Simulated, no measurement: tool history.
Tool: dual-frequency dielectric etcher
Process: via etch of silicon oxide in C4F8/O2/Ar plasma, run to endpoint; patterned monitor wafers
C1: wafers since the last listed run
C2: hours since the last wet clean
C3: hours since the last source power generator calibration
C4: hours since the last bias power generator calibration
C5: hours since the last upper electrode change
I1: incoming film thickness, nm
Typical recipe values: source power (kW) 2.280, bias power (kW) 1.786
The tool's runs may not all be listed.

run 1 hour=0.0 | source_power_(kW)=2.280 bias_power_(kW)=1.786 | C1=0 C2=175.2 C3=4340.7 C4=4324.8 C5=2867.6 | I1=924.0 | endpoint_time_(s)=169.5
run 2 hour=13.4 | source_power_(kW)=2.280 bias_power_(kW)=1.786 | C1=102 C2=188.6 C3=4354.1 C4=4338.2 C5=2881.0 | I1=927.4 | endpoint_time_(s)=169.3
run 3 hour=57.0 | source_power_(kW)=2.280 bias_power_(kW)=1.786 | C1=334 C2=232.2 C3=4397.7 C4=4381.8 C5=2924.6 | I1=929.2 | endpoint_time_(s)=170.9
run 4 hour=82.6 | source_power_(kW)=2.280 bias_power_(kW)=1.786 | C1=196 C2=257.8 C3=4423.3 C4=4407.4 C5=2950.2 | I1=931.4 | endpoint_time_(s)=170.5
run 5 hour=95.8 | source_power_(kW)=2.280 bias_power_(kW)=1.786 | C1=101 C2=271.0 C3=4436.5 C4=4420.6 C5=2963.4 | I1=922.4 | endpoint_time_(s)=167.1
run 6 hour=103.5 | source_power_(kW)=2.280 bias_power_(kW)=1.786 | C1=59 C2=278.7 C3=4444.2 C4=4428.3 C5=2971.1 | I1=927.5 | endpoint_time_(s)=167.7
run 7 hour=114.6 | source_power_(kW)=2.610 bias_power_(kW)=1.883 | C1=85 C2=289.8 C3=4455.3 C4=4439.4 C5=2982.2 | I1=933.9 | endpoint_time_(s)=157.0
run 8 hour=121.5 | source_power_(kW)=2.610 bias_power_(kW)=1.883 | C1=52 C2=296.7 C3=4462.2 C4=4446.3 C5=2989.1 | I1=932.2 | endpoint_time_(s)=157.6
run 9 hour=128.4 | source_power_(kW)=2.280 bias_power_(kW)=1.786 | C1=52 C2=303.6 C3=4469.1 C4=4453.2 C5=2996.0 | I1=944.2 | endpoint_time_(s)=171.8
-- hour=138.6 bias power generator calibrated
run 10 hour=140.4 | source_power_(kW)=2.280 bias_power_(kW)=1.786 | C1=61 C2=315.6 C3=4481.1 C4=1.8 C5=3008.0 | I1=935.0 | endpoint_time_(s)=169.4
run 11 hour=149.3 | source_power_(kW)=2.280 bias_power_(kW)=1.786 | C1=68 C2=324.5 C3=4490.0 C4=10.7 C5=3016.9 | I1=937.0 | endpoint_time_(s)=171.0
run 12 hour=159.8 | source_power_(kW)=2.280 bias_power_(kW)=1.786 | C1=80 C2=335.0 C3=4500.5 C4=21.2 C5=3027.4 | I1=934.2 | endpoint_time_(s)=167.0
run 13 hour=169.0 | source_power_(kW)=2.280 bias_power_(kW)=1.786 | C1=70 C2=344.2 C3=4509.7 C4=30.4 C5=3036.6 | I1=919.0 | endpoint_time_(s)=164.6
run 14 hour=175.7 | source_power_(kW)=2.280 bias_power_(kW)=1.786 | C1=51 C2=350.9 C3=4516.4 C4=37.1 C5=3043.3 | I1=936.3 | endpoint_time_(s)=170.8
run 15 hour=192.3 | source_power_(kW)=2.280 bias_power_(kW)=1.786 | C1=127 C2=367.5 C3=4533.0 C4=53.7 C5=3059.9 | I1=932.5 | endpoint_time_(s)=168.9
run 16 hour=202.0 | source_power_(kW)=1.770 bias_power_(kW)=1.907 | C1=74 C2=377.2 C3=4542.7 C4=63.4 C5=3069.6 | I1=919.1 | endpoint_time_(s)=187.7
-- hour=229.2 source power generator calibrated
run 17 hour=246.3 | source_power_(kW)=2.280 bias_power_(kW)=1.786 | C1=309 C2=421.5 C3=17.1 C4=107.7 C5=3113.9 | I1=930.7 | endpoint_time_(s)=165.7
-- hour=281.6 wet clean of the chamber
-- hour=302.2 upper electrode replaced
run 18 hour=302.7 | source_power_(kW)=2.830 bias_power_(kW)=1.605 | C1=90 C2=21.1 C3=73.5 C4=164.1 C5=0.5 | I1=930.7 | endpoint_time_(s)=159.1
run 19 hour=303.1 | source_power_(kW)=1.980 bias_power_(kW)=2.060 | C1=3 C2=21.5 C3=73.9 C4=164.5 C5=0.9 | I1=934.9 | endpoint_time_(s)=182.6
run 20 hour=303.5 | source_power_(kW)=2.440 bias_power_(kW)=1.602 | C1=3 C2=21.9 C3=74.3 C4=164.9 C5=1.3 | I1=933.3 | endpoint_time_(s)=173.1
run 21 hour=303.8 | source_power_(kW)=2.280 bias_power_(kW)=1.786 | C1=2 C2=22.2 C3=74.6 C4=165.2 C5=1.6 | I1=930.7 | endpoint_time_(s)=174.1

Predict the results of run 22:
run 22 hour=307.8 | source_power_(kW)=2.280 bias_power_(kW)=1.786 | C1=30 C2=26.2 C3=78.6 C4=169.2 C5=5.6 | I1=930.2 | endpoint_time_(s)=?

{"run 22": {"endpoint time (s)": 171.0}}
If the tool had no hidden condition, the same run with the same run-to-run variation would have returned endpoint time (s) 172.0.
